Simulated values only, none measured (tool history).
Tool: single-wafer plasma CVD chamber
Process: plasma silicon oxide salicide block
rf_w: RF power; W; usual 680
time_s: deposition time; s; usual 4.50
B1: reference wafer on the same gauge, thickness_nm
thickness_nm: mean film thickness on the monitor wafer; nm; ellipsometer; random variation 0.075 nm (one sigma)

{"run": 1, "hour": 0.0, "rf_w": 790, "time_s": 4.12, "B1": 40.684, "thickness_nm": 46.33}
{"run": 2, "hour": 8.1, "rf_w": 680, "time_s": 4.5, "B1": 40.716, "thickness_nm": 49.509}
{"run": 3, "hour": 18.8, "rf_w": 680, "time_s": 4.5, "B1": 40.703, "thickness_nm": 49.33}
{"run": 4, "hour": 34.4, "rf_w": 680, "time_s": 4.5, "B1": 40.716, "thickness_nm": 49.327}
{"run": 5, "hour": 44.4, "rf_w": 680, "time_s": 4.94, "B1": 40.705, "thickness_nm": 54.077}
{"run": 6, "hour": 60.1, "rf_w": 680, "time_s": 4.5, "B1": 40.708, "thickness_nm": 49.183}
{"run": 7, "hour": 72.1, "rf_w": 680, "time_s": 4.5, "B1": 40.671, "thickness_nm": 49.287}
{"run": 8, "hour": 79.7, "rf_w": 680, "time_s": 4.5, "B1": 40.705, "thickness_nm": 49.158}
{"run": 9, "hour": 105.6, "rf_w": 680, "time_s": 4.5, "B1": 40.696, "thickness_nm": 49.196}
{"run": 10, "hour": 120.4, "rf_w": 680, "time_s": 4.5, "B1": 40.698, "thickness_nm": 49.273}
{"run": 11, "hour": 129.3, "rf_w": 680, "time_s": 4.8, "B1": 40.667, "thickness_nm": 52.62}
{"run": 12, "hour": 136.2, "rf_w": 680, "time_s": 4.8, "B1": 40.685, "thickness_nm": 52.754}
{"run": 13, "hour": 144.2, "rf_w": 680, "time_s": 4.8, "B1": 40.706, "thickness_nm": 52.577}
{"run": 14, "hour": 150.2, "rf_w": 680, "time_s": 4.5, "B1": 40.677, "thickness_nm": 49.246}
{"run": 15, "hour": 165.5, "rf_w": 680, "time_s": 4.5, "B1": 40.688, "thickness_nm": 49.36}
{"run": 16, "hour": 174.6, "rf_w": 680, "time_s": 4.5, "B1": 40.696, "thickness_nm": 49.277}
{"run": 17, "hour": 183.5, "rf_w": 680, "time_s": 4.5, "B1": 40.694, "thickness_nm": 49.186}
{"run": 18, "hour": 196.7, "rf_w": 680, "time_s": 4.5, "B1": 40.714, "thickness_nm": 49.215}
{"hour": 211.2, "done": "showerhead replaced"}
{"run": 19, "hour": 211.7, "rf_w": 720, "time_s": 4.5, "B1": 40.674, "thickness_nm": 49.764}
{"hour": 222.1, "done": "RF generator calibrated"}
{"run": 20, "hour": 222.6, "rf_w": 680, "time_s": 4.5, "B1": 40.699, "thickness_nm": 49.055}
{"run": 21, "hour": 225.4, "rf_w": 580, "time_s": 3.66, "B1": 40.722, "thickness_nm": 38.852}
{"run": 22, "hour": 240.2, "rf_w": 680, "time_s": 4.5, "B1": 40.685, "thickness_nm": 48.938}
{"run": 23, "hour": 249.5, "rf_w": 550, "time_s": 5.04, "B1": 40.701, "thickness_nm": 53.154}
{"run": 24, "hour": 263.4, "rf_w": 680, "time_s": 4.79, "B1": 40.696, "thickness_nm": 52.116}
{"run": 25, "hour": 279.3, "rf_w": 680, "time_s": 4.76, "B1": 40.713, "thickness_nm": 51.785}
{"run": 26, "hour": 286.0, "rf_w": 745, "time_s": 4.5, "B1": 40.734, "thickness_nm": 49.625}
{"run": 27, "hour": 298.9, "rf_w": 680, "time_s": 4.5, "B1": 40.693, "thickness_nm": 49.021}
{"hour": 312.4, "done": "RF generator calibrated, repeated, since the last time left the tool worse"}
{"run": 28, "hour": 312.9, "rf_w": 780, "time_s": 4.07, "B1": 40.694, "thickness_nm": 46.09}
{"hour": 326.1, "done": "gauge calibrated"}
{"run": 29, "hour": 328.8, "rf_w": 725, "time_s": 4.84, "B1": 40.716, "thickness_nm": 54.049}
{"run": 30, "hour": 338.4, "rf_w": 680, "time_s": 4.5, "B1": 40.728, "thickness_nm": 49.726}
{"run": 31, "hour": 348.4, "rf_w": 680, "time_s": 4.5, "B1": 40.688, "thickness_nm": 49.751}
{"run": 32, "hour": 355.5, "rf_w": 680, "time_s": 4.77, "B1": 40.692, "thickness_nm": 52.779}
{"run": 33, "hour": 362.8, "rf_w": 635, "time_s": 4.5, "B1": 40.681, "thickness_nm": 49.36}
{"run": 34, "hour": 370.8, "rf_w": 815, "time_s": 3.79, "B1": 40.687, "thickness_nm": 43.2}
{"run": 35, "hour": 380.1, "rf_w": 715, "time_s": 5.23, "B1": 40.694, "thickness_nm": 58.201}
{"run": 36, "hour": 398.0, "rf_w": 720, "time_s": 3.8, "B1": 40.677, "thickness_nm": 42.388}
{"run": 37, "hour": 406.0, "rf_w": 640, "time_s": 4.95, "B1": 40.694, "thickness_nm": 54.104}
{"run": 38, "hour": 419.1, "rf_w": 750, "time_s": 4.27, "B1": 40.697, "thickness_nm": 47.932}
{"run": 39, "hour": 432.1, "rf_w": 680, "time_s": 4.5, "B1": 40.705, "thickness_nm": 49.781}
{"run": 40, "hour": 458.0, "rf_w": 575, "time_s": 3.68, "B1": 40.739, "thickness_nm": 39.662}
{"run": 41, "hour": 475.9, "rf_w": 785, "time_s": 4.09, "B1": 40.696, "thickness_nm": 46.197}
{"run": 42, "hour": 487.1, "rf_w": 740, "time_s": 4.5, "B1": 40.67, "thickness_nm": 50.218}
{"run": 43, "hour": 500.4, "rf_w": 740, "time_s": 4.04, "B1": 40.716, "thickness_nm": 45.339}
{"run": 44, "hour": 508.3, "rf_w": 645, "time_s": 3.68, "B1": 40.719, "thickness_nm": 40.381}
{"run": 45, "hour": 523.2, "rf_w": 785, "time_s": 4.96, "B1": 40.682, "thickness_nm": 56.035}

Forecast each of these 3 alternatives for the next run:
{"run": "A", "hour": 523.6, "rf_w": 680, "time_s": 4.5, "B1": "?", "thickness_nm": "?"}
{"run": "B", "hour": 523.6, "rf_w": 740, "time_s": 3.78, "B1": "?", "thickness_nm": "?"}
{"run": "C", "hour": 523.6, "rf_w": 780, "time_s": 4.73, "B1": "?", "thickness_nm": "?"}

run=A B1=40.670 thickness_nm=49.722
run=B B1=40.670 thickness_nm=42.350
run=C B1=40.670 thickness_nm=53.468
Without the tool's hidden state the same runs would have given:
run=A thickness_nm=49.836
run=B thickness_nm=42.448
run=C thickness_nm=53.592
